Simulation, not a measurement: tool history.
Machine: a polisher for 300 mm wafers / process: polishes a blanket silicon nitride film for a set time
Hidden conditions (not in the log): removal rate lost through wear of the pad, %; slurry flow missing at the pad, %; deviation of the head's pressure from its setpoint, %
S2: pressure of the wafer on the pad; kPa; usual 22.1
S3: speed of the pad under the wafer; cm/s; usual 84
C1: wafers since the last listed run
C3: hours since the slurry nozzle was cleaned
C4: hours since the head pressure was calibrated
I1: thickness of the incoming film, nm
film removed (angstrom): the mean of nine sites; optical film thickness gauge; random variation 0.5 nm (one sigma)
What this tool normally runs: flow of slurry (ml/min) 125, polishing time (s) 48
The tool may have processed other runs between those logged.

{"run": 1, "hour": 0.0, "flow of slurry (ml/min)": 125, "S2": 22.1, "S3": 84, "polishing time (s)": 48, "C1": 0, "wafers polished on this pad": 1071, "C3": 429.1, "C4": 558.6, "I1": 849.3, "film removed (angstrom)": 674}
{"run": 2, "hour": 50.9, "flow of slurry (ml/min)": 125, "S2": 22.1, "S3": 64, "polishing time (s)": 48, "C1": 838, "wafers polished on this pad": 1909, "C3": 480.0, "C4": 609.5, "I1": 857.0, "film removed (angstrom)": 593}
{"run": 3, "hour": 108.9, "flow of slurry (ml/min)": 125, "S2": 22.1, "S3": 64, "polishing time (s)": 48, "C1": 954, "wafers polished on this pad": 2864, "C3": 538.0, "C4": 667.5, "I1": 857.8, "film removed (angstrom)": 600}
{"hour": 167.6, "done": "worn pad replaced by a new one"}
{"run": 4, "hour": 201.9, "flow of slurry (ml/min)": 125, "S2": 22.1, "S3": 64, "polishing time (s)": 48, "C1": 1465, "wafers polished on this pad": 565, "C3": 631.0, "C4": 760.5, "I1": 859.9, "film removed (angstrom)": 596}
{"run": 5, "hour": 270.3, "flow of slurry (ml/min)": 100, "S2": 22.1, "S3": 98, "polishing time (s)": 48, "C1": 1126, "wafers polished on this pad": 1691, "C3": 699.4, "C4": 828.9, "I1": 853.6, "film removed (angstrom)": 717}
{"run": 6, "hour": 316.9, "flow of slurry (ml/min)": 100, "S2": 22.1, "S3": 98, "polishing time (s)": 48, "C1": 767, "wafers polished on this pad": 2458, "C3": 746.0, "C4": 875.5, "I1": 850.9, "film removed (angstrom)": 714}
{"run": 7, "hour": 357.5, "flow of slurry (ml/min)": 125, "S2": 22.1, "S3": 84, "polishing time (s)": 48, "C1": 668, "wafers polished on this pad": 3127, "C3": 786.6, "C4": 916.1, "I1": 848.8, "film removed (angstrom)": 694}
{"hour": 409.8, "done": "worn pad replaced by a new one"}
{"run": 8, "hour": 446.6, "flow of slurry (ml/min)": 125, "S2": 22.1, "S3": 84, "polishing time (s)": 48, "C1": 1401, "wafers polished on this pad": 606, "C3": 875.7, "C4": 1005.2, "I1": 863.2, "film removed (angstrom)": 700}
{"hour": 449.5, "done": "slurry nozzle cleaned"}
{"run": 9, "hour": 531.6, "flow of slurry (ml/min)": 125, "S2": 15.2, "S3": 84, "polishing time (s)": 48, "C1": 1383, "wafers polished on this pad": 1989, "C3": 82.1, "C4": 1090.2, "I1": 865.7, "film removed (angstrom)": 503}
{"run": 10, "hour": 590.5, "flow of slurry (ml/min)": 110, "S2": 16.5, "S3": 64, "polishing time (s)": 41, "C1": 969, "wafers polished on this pad": 2959, "C3": 141.0, "C4": 1149.1, "I1": 854.3, "film removed (angstrom)": 396}
{"hour": 611.2, "done": "worn pad replaced by a new one"}
{"run": 11, "hour": 651.0, "flow of slurry (ml/min)": 145, "S2": 26.2, "S3": 98, "polishing time (s)": 53, "C1": 930, "wafers polished on this pad": 655, "C3": 201.5, "C4": 1209.6, "I1": 862.1, "film removed (angstrom)": 1021}
{"hour": 733.6, "done": "head pressure recalibrated"}
{"run": 12, "hour": 744.0, "flow of slurry (ml/min)": 110, "S2": 24.1, "S3": 104, "polishing time (s)": 48, "C1": 1498, "wafers polished on this pad": 2153, "C3": 294.5, "C4": 10.4, "I1": 869.2, "film removed (angstrom)": 664}
{"run": 13, "hour": 835.5, "flow of slurry (ml/min)": 100, "S2": 22.1, "S3": 84, "polishing time (s)": 48, "C1": 1506, "wafers polished on this pad": 3660, "C3": 386.0, "C4": 101.9, "I1": 852.3, "film removed (angstrom)": 548}
{"hour": 855.4, "done": "worn pad replaced by a new one"}
{"run": 14, "hour": 884.9, "flow of slurry (ml/min)": 125, "S2": 22.1, "S3": 84, "polishing time (s)": 48, "C1": 747, "wafers polished on this pad": 485, "C3": 435.4, "C4": 151.3, "I1": 849.5, "film removed (angstrom)": 574}
{"hour": 954.3, "done": "head pressure recalibrated, repeated, since the last time left the tool worse"}
{"run": 15, "hour": 981.7, "flow of slurry (ml/min)": 165, "S2": 28.3, "S3": 64, "polishing time (s)": 48, "C1": 1560, "wafers polished on this pad": 2046, "C3": 532.2, "C4": 27.4, "I1": 856.8, "film removed (angstrom)": 745}
{"run": 16, "hour": 1068.2, "flow of slurry (ml/min)": 155, "S2": 28.3, "S3": 94, "polishing time (s)": 53, "C1": 1424, "wafers polished on this pad": 3470, "C3": 618.7, "C4": 113.9, "I1": 861.1, "film removed (angstrom)": 992}

Hidden condition of the tool, last listed run before each entry between runs versus first listed run after:
Runs 3 to 4: worn pad replaced by a new one (hour 167.6)
  deviation of the head's pressure from its setpoint, %: 4.3 -> 4.89
  difference, measured minus the result without the unlogged condition, film removed (angstrom): +22 -> +25
Runs 7 to 8: worn pad replaced by a new one (hour 409.8)
  deviation of the head's pressure from its setpoint, %: 5.88 -> 6.45
  difference, measured minus the result without the unlogged condition, film removed (angstrom): +34 -> +38
Runs 8 to 9: slurry nozzle cleaned (hour 449.5)
  deviation of the head's pressure from its setpoint, %: 6.45 -> 6.99
  difference, measured minus the result without the unlogged condition, film removed (angstrom): +38 -> +29
Runs 10 to 11: worn pad replaced by a new one (hour 611.2)
  deviation of the head's pressure from its setpoint, %: 7.36 -> 7.74
  difference, measured minus the result without the unlogged condition, film removed (angstrom): +24 -> +65
Runs 11 to 12: head pressure recalibrated (hour 733.6)
  deviation of the head's pressure from its setpoint, %: 7.74 -> -15.6
  difference, measured minus the result without the unlogged condition, film removed (angstrom): +65 -> -105
Runs 13 to 14: worn pad replaced by a new one (hour 855.4)
  deviation of the head's pressure from its setpoint, %: -15 -> -14.7
  difference, measured minus the result without the unlogged condition, film removed (angstrom): -84 -> -85
Runs 14 to 15: head pressure recalibrated, repeated, since the last time left the tool worse (hour 954.3)
  deviation of the head's pressure from its setpoint, %: -14.7 -> -0.814
  difference, measured minus the result without the unlogged condition, film removed (angstrom): -85 -> -6
